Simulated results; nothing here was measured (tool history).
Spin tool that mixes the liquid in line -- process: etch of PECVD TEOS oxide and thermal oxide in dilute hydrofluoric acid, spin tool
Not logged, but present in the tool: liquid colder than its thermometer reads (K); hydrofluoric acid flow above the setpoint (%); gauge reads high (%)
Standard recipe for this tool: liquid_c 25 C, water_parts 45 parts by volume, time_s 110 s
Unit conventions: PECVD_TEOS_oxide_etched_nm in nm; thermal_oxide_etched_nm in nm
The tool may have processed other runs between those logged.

run   hour  liquid_c  water_parts  time_s  wafers since the last listed run  hours since the thermometer was replaced  hours since the hydrofluoric acid flow meter was replaced  hours since the gauge calibration  read-back film thickness of the PECVD TEOS oxide reference wafer, read on the same gauge (nm)  read-back film thickness of the thermal oxide reference wafer, read on the same gauge (nm)  PECVD_TEOS_oxide_etched_nm  thermal_oxide_etched_nm
  1      0        25           45     110                                 0                                     849.6                                                      360.2                              656.5                                                                                            130                                                                                      130.01                       33.27                    11.79
  2   19.2        25           45      90                               134                                     868.8                                                      379.4                              675.7                                                                                         130.02                                                                                      130.01                       27.28                     9.69
      37.6  -- thermometer replaced
  3   42.6        25           45      90                               157                                         5                                                      402.8                              699.1                                                                                         129.97                                                                                         130                       25.82                     9.14
  4   67.8        25           45     110                               176                                      30.2                                                        428                              724.3                                                                                         129.96                                                                                      130.01                       31.24                    11.15
  5   90.9        25           45     110                               162                                      53.3                                                      451.1                              747.4                                                                                            130                                                                                         130                       30.89                    11.03
  6  106.3        20           45     170                               108                                      68.7                                                      466.5                              762.8                                                                                         129.99                                                                                      129.95                       39.13                    13.75
  7  118.8        27           60     170                                87                                      81.2                                                        479                              775.3                                                                                         130.02                                                                                      130.04                       38.81                     13.7
  8  131.9      22.5           60     110                                91                                      94.3                                                      492.1                              788.4                                                                                         129.98                                                                                      130.02                       20.23                     7.29
  9  157.1        25           45     110                               176                                     119.5                                                      517.3                              813.6                                                                                         129.99                                                                                      129.99                       31.33                    11.02
 10  181.9        25           45     110                               174                                     144.3                                                      542.1                              838.4                                                                                            130                                                                                         130                       30.58                    11.04
 11  203.2        22           55     145                               149                                     165.6                                                      563.4                              859.7                                                                                         130.01                                                                                      130.01                        28.7                    10.37
 12    235        27           65      50                               223                                     197.4                                                      595.2                              891.5                                                                                         129.98                                                                                      129.99                       10.31                     3.64
 13  256.8        23           55      55                               153                                     219.2                                                        617                              913.3                                                                                            130                                                                                      130.05                       11.49                     4.09
       286  -- thermometer replaced, repeated, since the last time left the tool worse
 14    289        25           50     110                               219                                         3                                                      649.2                              945.5                                                                                         130.03                                                                                      129.99                       31.57                    11.11
 15  312.7        25           45     110                               166                                      26.7                                                      672.9                              969.2                                                                                         130.03                                                                                      129.99                        34.5                    12.37
     324.4  -- gauge calibrated
 16  346.4        25           25     110                               236                                      60.4                                                      706.6                                 22                                                                                         130.01                                                                                      130.05                       64.23                    22.82
 17  365.3        23           35      90                               132                                      79.3                                                      725.5                               40.9                                                                                            130                                                                                      129.98                          34                    12.05
 18    383        25           45     110                               124                                        97                                                      743.2                               58.6                                                                                         129.98                                                                                      130.03                       34.59                    12.26
     467.9  -- hydrofluoric acid flow meter replaced
 19  482.7        22           45      75                               692                                     196.7                                                       14.8                              158.3                                                                                         129.99                                                                                      130.03                       20.69                     7.36
 20  506.5      21.5           45     110                               167                                     220.5                                                       38.6                              182.1                                                                                         130.02                                                                                      129.98                       29.81                    10.52
 21  525.8        25           45     110                               135                                     239.8                                                       57.9                              201.4                                                                                            130                                                                                      130.01                       34.24                    12.28
 22  547.6        25           45     110                               153                                     261.6                                                       79.7                              223.2                                                                                            130                                                                                      129.94                       34.01                    12.21
 23  619.4      28.5           55      55                               504                                     333.4                                                      151.5                                295                                                                                         130.01                                                                                      130.02                       15.77                      5.7
 24  631.9        25           35     110                                87                                     345.9                                                        164                              307.5                                                                                         130.02                                                                                      130.02                       44.08                    15.78
 25  656.4        27           55     170                               171                                     370.4                                                      188.5                                332                                                                                            130                                                                                      130.02                       46.29                    16.36
 26  677.2        25           45     110                               146                                     391.2                                                      209.3                              352.8                                                                                         129.97                                                                                         130                       34.55                    12.13

Predict each of these 4 candidate next runs independently; none follows another, all start after run 26:
  A  677.6        25           45     110                                 2                                     391.6                                                      209.7                              353.2                                                                                              ?                                                                                           ?                           ?                        ?
  B  677.6        29           60     110                                 2                                     391.6                                                      209.7                              353.2                                                                                              ?                                                                                           ?                           ?                        ?
  C  677.6        25           45      80                                 2                                     391.6                                                      209.7                              353.2                                                                                              ?                                                                                           ?                           ?                        ?
  D  677.6        23           50      80                                 2                                     391.6                                                      209.7                              353.2                                                                                              ?                                                                                           ?                           ?                        ?

run  read-back film thickness of the PECVD TEOS oxide reference wafer, read on the same gauge (nm)  read-back film thickness of the thermal oxide reference wafer, read on the same gauge (nm)  PECVD_TEOS_oxide_etched_nm  thermal_oxide_etched_nm
  A                                                                                         129.98                                                                                      130.02                       34.24                    12.08
  B                                                                                         129.98                                                                                      130.02                       29.55                    10.42
  C                                                                                         129.98                                                                                      130.02                        24.9                     8.78
  D                                                                                         129.98                                                                                      130.02                       20.49                     7.23
With no hidden state in the tool, these same runs would have given:
run  PECVD_TEOS_oxide_etched_nm  thermal_oxide_etched_nm
  A                       35.33                    12.46
  B                       30.45                    10.74
  C                       25.69                     9.06
  D                       21.15                     7.46
